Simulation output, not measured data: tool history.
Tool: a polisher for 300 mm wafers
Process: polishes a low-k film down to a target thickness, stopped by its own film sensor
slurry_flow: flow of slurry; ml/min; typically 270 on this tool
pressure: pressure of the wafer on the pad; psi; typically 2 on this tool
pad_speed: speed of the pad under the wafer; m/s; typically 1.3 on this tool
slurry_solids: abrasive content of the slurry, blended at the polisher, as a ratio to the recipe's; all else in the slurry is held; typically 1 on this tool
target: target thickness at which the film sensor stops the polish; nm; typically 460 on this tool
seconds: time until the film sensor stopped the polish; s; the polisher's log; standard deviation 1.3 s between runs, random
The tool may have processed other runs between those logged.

run	hour	slurry_flow	pressure	pad_speed	slurry_solids	target	wafers since the last listed run	wafers polished on this pad	hours since the slurry nozzle was cleaned	hours since the head pressure was calibrated	hours since the slurry blender was calibrated	hours since the conditioning disc was replaced	incoming thickness of the incoming film, nm	seconds
1	0	270	2	1.3	1	460	0	589	168	260.5	131.3	370	531	132
2	14.3	270	2	1.3	1	460	79	668	182.3	274.8	145.6	384.3	526.2	125.3
3	27.3	270	2	1.3	1	460	72	741	195.3	287.8	158.6	397.3	516	105.2
# hour 28.9: slurry nozzle cleaned
4	43.2	270	2	1.3	1	460	82	823	14.3	303.7	174.5	413.2	519.5	112.3
5	71.6	270	2	1.3	1	460	157	981	42.7	332.1	202.9	441.6	516.4	105.8
6	79.7	270	2	1.3	1	460	44	1026	50.8	340.2	211	449.7	518.5	110.1
7	96.3	270	2	1.3	1	460	92	1118	67.4	356.8	227.6	466.3	528.6	125
# hour 105.7: conditioning disc replaced and pad reconditioned
8	106.2	270	2	1.3	1	460	43	1162	77.3	366.7	237.5	0.5	521.4	111.1
# hour 109.8: slurry blender recalibrated
9	116.1	270	2.7	1.3	1.3	460	43	1206	87.2	376.6	6.3	10.4	522.4	80
10	132.4	270	2	1.3	1	460	90	1296	103.5	392.9	22.6	26.7	518.7	108.7
# hour 137.6: worn pad replaced by a new one
11	139.9	270	2.3	1.3	1	453	19	12	111	400.4	30.1	34.2	517.4	104
12	153.1	210	2	1.3	1	460	73	85	124.2	413.6	43.3	47.4	528.1	128.4
13	161.2	330	2	1.3	1	472	44	130	132.3	421.7	51.4	55.5	516.3	80
14	173.4	230	2	1.3	1	470	67	198	144.5	433.9	63.6	67.7	517.2	88.1
15	184.8	175	2	0.9	1	460	63	261	155.9	445.3	75	79.1	514.3	140.5
16	195.8	270	2	1.3	1	467	61	322	166.9	456.3	86	90.1	519.3	95.3
# hour 205.2: head pressure recalibrated
17	213.1	270	2.6	1.3	0.9	460	84	407	184.2	7.9	103.3	107.4	511.9	84.6
18	221.8	330	2.7	1.3	0.9	460	48	456	192.9	16.6	112	116.1	522.6	96.6
# hour 223.1: slurry nozzle cleaned
19	230	295	1.5	1.3	0.85	479	39	495	6.9	24.8	120.2	124.3	529.8	146
20	241.7	310	1.3	1.3	1	451	64	560	18.6	36.5	131.9	136	519	211.9
21	248.1	270	2	1.3	1	460	35	596	25	42.9	138.3	142.4	509.3	98.3
22	264.3	270	2	1.3	1	453	89	686	41.2	59.1	154.5	158.6	517.4	129.8
23	279.2	270	2	1.14	1	460	82	768	56.1	74	169.4	173.5	520.5	135.8
24	295.2	305	2	1.3	0.9	460	88	857	72.1	90	185.4	189.5	528.1	143
25	308.6	270	2	1.3	1	460	74	932	85.5	103.4	198.8	202.9	524	125.4

Forecast each of these 5 alternatives for the next run:
A	309.1	270	2	1.3	1	460	2	934	86	103.9	199.3	203.4	524.1	?
B	309.1	245	2.6	1.3	1	447	2	934	86	103.9	199.3	203.4	524.1	?
C	309.1	270	2	0.98	1	469	2	934	86	103.9	199.3	203.4	524.1	?
D	309.1	345	2	1.7	1	460	2	934	86	103.9	199.3	203.4	524.1	?
E	309.1	270	2.5	1.3	1	460	2	934	86	103.9	199.3	203.4	524.1	?

run	seconds
A	128.2
B	120
C	138.2
D	101.1
E	102.6
Take away the tool's hidden state, keep each run's random variation, and the runs would have read:
run	seconds
A	128.1
B	119.8
C	138
D	101
E	102.4
